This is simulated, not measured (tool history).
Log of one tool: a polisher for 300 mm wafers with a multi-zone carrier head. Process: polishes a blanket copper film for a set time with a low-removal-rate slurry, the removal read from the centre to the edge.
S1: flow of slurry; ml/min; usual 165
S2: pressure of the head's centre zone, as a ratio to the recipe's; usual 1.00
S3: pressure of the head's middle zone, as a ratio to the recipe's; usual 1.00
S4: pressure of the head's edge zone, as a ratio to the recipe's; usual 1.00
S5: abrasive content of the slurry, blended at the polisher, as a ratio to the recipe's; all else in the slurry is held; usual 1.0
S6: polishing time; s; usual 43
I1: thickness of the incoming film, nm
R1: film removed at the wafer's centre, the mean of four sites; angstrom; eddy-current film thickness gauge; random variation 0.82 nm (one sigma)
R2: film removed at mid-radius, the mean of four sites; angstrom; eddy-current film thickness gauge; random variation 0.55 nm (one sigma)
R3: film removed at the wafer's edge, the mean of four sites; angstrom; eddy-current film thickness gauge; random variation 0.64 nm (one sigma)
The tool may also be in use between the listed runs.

run	hour	S1	S2	S3	S4	S5	S6	I1	R1	R2	R3
1	0.0	165	1.00	1.00	1.00	1.0	43	1092.0	815	813	859
2	15.9	165	1.00	1.00	1.00	1.0	43	1102.3	809	814	865
3	26.0	165	1.00	1.00	1.00	1.0	43	1112.6	822	807	867
# hour 34.9: worn pad replaced by a new one
4	41.4	165	1.00	1.00	1.00	1.0	43	1078.5	813	800	858
5	56.3	165	1.00	1.00	1.00	1.0	43	1099.7	810	805	860
6	73.7	165	1.00	1.00	1.05	1.0	43	1100.9	821	809	869
7	83.0	165	1.00	1.00	1.05	1.0	43	1100.4	805	800	873
# hour 91.0: edge zone pressure recalibrated
8	96.8	165	1.00	1.00	1.05	1.0	43	1096.4	811	806	870
9	109.0	165	1.00	0.96	1.00	1.0	57	1076.0	1079	1041	1135
10	124.7	140	1.00	1.00	1.00	1.1	43	1098.6	787	775	838
# hour 126.9: slurry nozzle cleaned
# hour 132.5: worn pad replaced by a new one
11	138.9	165	0.90	1.03	1.00	1.0	43	1095.1	809	912	916
12	148.0	165	1.00	1.04	1.08	1.0	56	1094.3	1187	1190	1241
13	159.4	165	1.00	1.00	1.00	1.0	43	1105.0	905	887	912
14	174.3	165	1.12	1.03	1.00	1.0	43	1097.0	1015	896	911
# hour 187.3: carrier head's membrane replaced by a new one, of another model than before
15	187.8	165	1.08	1.00	1.00	1.0	43	1086.0	946	867	909
# hour 200.4: centre zone pressure recalibrated
16	200.9	165	1.00	0.96	1.00	1.0	57	1097.9	1182	1137	1185
17	216.5	165	1.00	1.00	1.00	1.0	43	1101.6	881	867	890
# hour 231.7: worn pad replaced by a new one
18	232.2	165	1.00	1.00	0.93	1.0	43	1108.0	877	865	878
19	244.7	165	1.00	1.04	1.08	1.0	56	1092.4	1126	1137	1190
20	252.7	165	0.89	1.00	1.00	1.3	43	1078.6	832	886	940
21	268.6	210	1.00	1.11	1.00	1.0	43	1106.8	911	946	917
22	285.8	145	1.00	1.00	0.88	1.0	43	1099.5	833	825	834

Run 23 comes next. What will it give?
23	296.7	180	1.00	0.90	1.00	1.0	34	1088.6	?	?	?

Run 23 gave R1 693 angstrom, R2 642 angstrom, R3 709 angstrom.
Without the tool's hidden state the same run would have given R1 737 angstrom, R2 678 angstrom, R3 737 angstrom.
